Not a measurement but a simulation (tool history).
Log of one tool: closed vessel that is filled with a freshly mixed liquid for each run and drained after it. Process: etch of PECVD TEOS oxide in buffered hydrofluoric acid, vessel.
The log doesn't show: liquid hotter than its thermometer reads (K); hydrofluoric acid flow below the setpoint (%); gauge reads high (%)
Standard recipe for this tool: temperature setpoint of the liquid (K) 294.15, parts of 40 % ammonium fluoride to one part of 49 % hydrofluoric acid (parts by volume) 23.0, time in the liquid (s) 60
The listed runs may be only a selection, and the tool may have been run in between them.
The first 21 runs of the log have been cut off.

| run | hour | temperature setpoint of the liquid (K) | parts of 40 % ammonium fluoride to one part of 49 % hydrofluoric acid (parts by volume) | time in the liquid (s) | wafers since the last listed run | hours since the thermometer was replaced | hours since the hydrofluoric acid flow meter was replaced | hours since the gauge calibration | read-back film thickness of the PECVD TEOS oxide reference wafer, read on the same gauge (nm) | thickness taken off the PECVD TEOS oxide on a monitor wafer (nm) |
|---|---|---|---|---|---|---|---|---|---|---|
| 22 | 1866.7 | 294.15 | 23.0 | 60 | 5369 | 1527.8 | 1678.3 | 3908.1 | 140.01 | 61.76 |
|  | 1906.6 | gauge calibrated |
| 23 | 1964.9 | 295.65 | 23.0 | 30 | 6700 | 1626.0 | 1776.5 | 58.3 | 140.01 | 33.60 |
| 24 | 2057.3 | 294.15 | 23.0 | 60 | 6304 | 1718.4 | 1868.9 | 150.7 | 139.99 | 60.42 |
| 25 | 2100.7 | 294.15 | 27.0 | 60 | 2961 | 1761.8 | 1912.3 | 194.1 | 140.00 | 54.75 |
| 26 | 2175.0 | 297.65 | 19.0 | 50 | 5069 | 1836.1 | 1986.6 | 268.4 | 140.01 | 71.54 |
|  | 2187.1 | hydrofluoric acid flow meter replaced |
| 27 | 2217.4 | 294.15 | 23.0 | 60 | 2824 | 1878.5 | 30.3 | 310.8 | 139.99 | 61.75 |
| 28 | 2462.8 | 298.15 | 15.0 | 75 | 16744 | 2123.9 | 275.7 | 556.2 | 140.00 | 138.08 |
| 29 | 2554.1 | 294.15 | 15.5 | 60 | 6229 | 2215.2 | 367.0 | 647.5 | 140.02 | 87.87 |
|  | 2638.4 | thermometer replaced |
| 30 | 2658.1 | 295.65 | 27.0 | 60 | 7027 | 19.7 | 471.0 | 751.5 | 140.00 | 56.65 |
| 31 | 2698.0 | 296.15 | 23.0 | 60 | 2722 | 59.6 | 510.9 | 791.4 | 139.99 | 65.26 |
| 32 | 2745.5 | 295.65 | 23.0 | 60 | 3241 | 107.1 | 558.4 | 838.9 | 140.02 | 63.29 |

Alternative continuations, all from the tool just after run 32; predict every row:
| A | 2746.2 | 294.15 | 23.0 | 60 | 47 | 107.8 | 559.1 | 839.6 | ? | ? |
| B | 2746.2 | 294.15 | 17.5 | 90 | 47 | 107.8 | 559.1 | 839.6 | ? | ? |
| C | 2746.2 | 294.15 | 30.0 | 60 | 47 | 107.8 | 559.1 | 839.6 | ? | ? |
| D | 2746.2 | 297.15 | 29.5 | 70 | 47 | 107.8 | 559.1 | 839.6 | ? | ? |
| E | 2746.2 | 296.15 | 17.5 | 35 | 47 | 107.8 | 559.1 | 839.6 | ? | ? |

| run | read-back film thickness of the PECVD TEOS oxide reference wafer, read on the same gauge (nm) | thickness taken off the PECVD TEOS oxide on a monitor wafer (nm) |
|---|---|---|
| A | 139.98 | 58.06 |
| B | 139.98 | 109.42 |
| C | 139.98 | 48.33 |
| D | 139.98 | 67.38 |
| E | 139.98 | 47.53 |
Take away the tool's hidden state, keep each run's random variation, and the runs would have read:
| run | thickness taken off the PECVD TEOS oxide on a monitor wafer (nm) |
|---|---|
| A | 57.80 |
| B | 108.93 |
| C | 48.11 |
| D | 67.08 |
| E | 47.33 |
